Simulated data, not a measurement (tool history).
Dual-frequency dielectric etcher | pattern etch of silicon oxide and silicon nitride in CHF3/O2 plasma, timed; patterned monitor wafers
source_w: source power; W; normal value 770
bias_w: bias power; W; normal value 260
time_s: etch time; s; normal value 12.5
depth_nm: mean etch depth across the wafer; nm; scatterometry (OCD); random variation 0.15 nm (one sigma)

run,day,source_w,bias_w,time_s,"read-back reference wafer on the same gauge, depth_nm",depth_nm
1,0,770,260,12.5,30.63,27.6
# day 1.279: gauge calibrated
2,2.1,770,260,12.5,30.77,27.57
3,4.129,770,260,12.5,30.71,27.53
# day 7.362: wet clean of the chamber
4,8.388,680,260,13.5,30.69,28.46
5,12.829,660,260,12.5,30.65,26.06
6,15.779,660,260,12.5,30.7,25.76
7,20.129,770,260,12.5,30.73,27.94
# day 22.042: upper electrode replaced
8,23.367,770,260,12.5,30.81,27.89
9,27.817,770,260,10.5,30.71,23.14
# day 29.558: wet clean of the chamber
# day 30.229: bias power generator calibrated
10,30.275,770,260,12.5,30.68,27.9
11,32.683,770,221,15,30.7,30.73
# day 34.054: source power generator calibrated
12,35.988,770,221,15,30.62,30.55
13,38.317,770,260,15.5,30.69,34.24
14,42.775,770,260,12.5,30.79,27.49
15,46.167,720,260,9.5,30.72,20.41
16,50.096,630,207,8.5,30.62,15.67
# day 51.554: wet clean of the chamber
17,54.475,690,260,12.5,30.75,26.54
18,55.996,720,319,12.5,30.68,29.68
# day 56.108: gauge calibrated
19,59.054,660,260,12.5,30.63,25.89
20,60.888,770,260,12.5,30.72,27.52
21,64.333,720,297,12.5,30.68,28.43
22,66.283,660,260,12.5,30.61,25.97
23,68.867,770,292,10,30.69,23.21
24,71,770,260,16,30.79,35.22
# day 72.471: wet clean of the chamber
25,74.488,830,200,15.5,30.78,31.33
26,76.267,770,260,12.5,30.7,27.56
27,84.867,770,260,12.5,30.69,27.38
28,87.162,770,260,12.5,30.74,27.26
29,88.675,650,222,9.5,30.71,18.31

Here are 4 independent what-if runs from the current tool condition. What would each one return?
A,88.692,770,243,12.5,?,?
B,88.692,770,260,16.5,?,?
C,88.692,870,236,12.5,?,?
D,88.692,840,241,12.5,?,?

run,"read-back reference wafer on the same gauge, depth_nm",depth_nm
A,30.76,26.93
B,30.76,36.63
C,30.76,27.86
D,30.76,27.74
Without the tool's unlogged condition, the same runs would have read:
run,depth_nm
A,26.93
B,36.63
C,27.86
D,27.74

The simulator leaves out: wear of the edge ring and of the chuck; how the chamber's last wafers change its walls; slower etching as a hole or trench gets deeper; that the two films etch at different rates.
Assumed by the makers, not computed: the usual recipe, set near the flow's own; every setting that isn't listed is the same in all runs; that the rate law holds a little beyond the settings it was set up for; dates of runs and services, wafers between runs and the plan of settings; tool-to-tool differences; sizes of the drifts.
